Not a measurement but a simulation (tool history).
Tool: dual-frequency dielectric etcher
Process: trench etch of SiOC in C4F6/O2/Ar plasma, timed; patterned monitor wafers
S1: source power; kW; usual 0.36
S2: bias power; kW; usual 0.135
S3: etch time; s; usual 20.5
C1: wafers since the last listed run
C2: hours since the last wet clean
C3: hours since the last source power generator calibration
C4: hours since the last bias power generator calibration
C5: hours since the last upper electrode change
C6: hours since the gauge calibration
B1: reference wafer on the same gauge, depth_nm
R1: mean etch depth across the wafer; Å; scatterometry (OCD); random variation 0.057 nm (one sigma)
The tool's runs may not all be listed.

run	day	S1	S2	S3	C1	C2	C3	C4	C5	C6	B1	R1
1	0	0.36	0.161	20.5	0	218.5	4554.8	3386.4	2720.7	258.7	34.9	397.6
2	2.229	0.36	0.161	20.5	790	272	4608.3	3439.9	2774.2	312.2	34.9	396.5
# day 4.758: wet clean of the chamber
3	4.779	0.36	0.161	20.5	549	0.5	4669.5	3501.1	2835.4	373.4	34.9	399.7
4	6.188	0.36	0.135	22.5	499	34.3	4703.3	3534.9	2869.2	407.2	34.9	415.3
5	7.262	0.36	0.135	22.5	381	60.1	4729.1	3560.7	2895	433	34.89	415.1
6	10.062	0.36	0.135	19	992	127.3	4796.3	3627.9	2962.2	500.2	34.9	350.6
# day 12.312: source power generator calibrated
7	12.592	0.36	0.135	19	837	188	6.7	3688.6	3022.9	560.9	34.91	349.2
8	14.375	0.36	0.135	20.5	632	230.8	49.5	3731.4	3065.7	603.7	34.9	376.6
9	15.758	0.36	0.135	20.5	490	264	82.7	3764.6	3098.9	636.9	34.89	375.8
10	18.288	0.3	0.117	20.5	896	324.7	143.4	3825.3	3159.6	697.6	34.88	339.7
# day 18.979: gauge calibrated
# day 19.5: wet clean of the chamber
11	19.833	0.36	0.135	20.5	193	8	180.5	3862.4	3196.7	20.5	34.9	380.5
12	22.275	0.36	0.153	18.5	865	66.6	239.1	3921	3255.3	79.1	34.88	354.5
# day 23.879: upper electrode replaced
13	24.883	0.36	0.135	20.5	570	129.2	301.7	3983.6	24.1	141.7	34.91	378.5
14	27.388	0.31	0.105	22.5	887	189.3	361.8	4043.7	84.2	201.8	34.9	368.2
# day 28.754: bias power generator calibrated
15	30.017	0.27	0.135	20.5	873	252.4	424.9	30.3	147.3	264.9	34.9	345.6
16	32.908	0.36	0.156	20.5	1025	321.8	494.3	99.7	216.7	334.3	34.89	391.2
# day 34.417: wet clean of the chamber
17	35.629	0.36	0.123	20.5	610	29.1	559.6	165	282	399.6	34.92	369.2
18	38.158	0.36	0.135	19	896	89.8	620.3	225.7	342.7	460.3	34.9	350.9

Hidden state or all else? Some run-to-run changes of R1, split into what the settings, what came in and random variation would give without the hidden state, and what is left for the hidden state (with any gauge scatter that isn't in both results):
The hidden state here: etch rate over this chamber's usual, %; source power that arrives over what is set, %; bias power that arrives over what is set, %; gauge reads high (%).
Run 5 -> 6: S3 22.5 -> 19. R1 -64.5 Å: hidden state -0.7, all else -63.8.
Run 16 -> 17: S2 0.156 -> 0.123, wet clean of the chamber. R1 -22 Å: hidden state +4.7, all else -26.7.
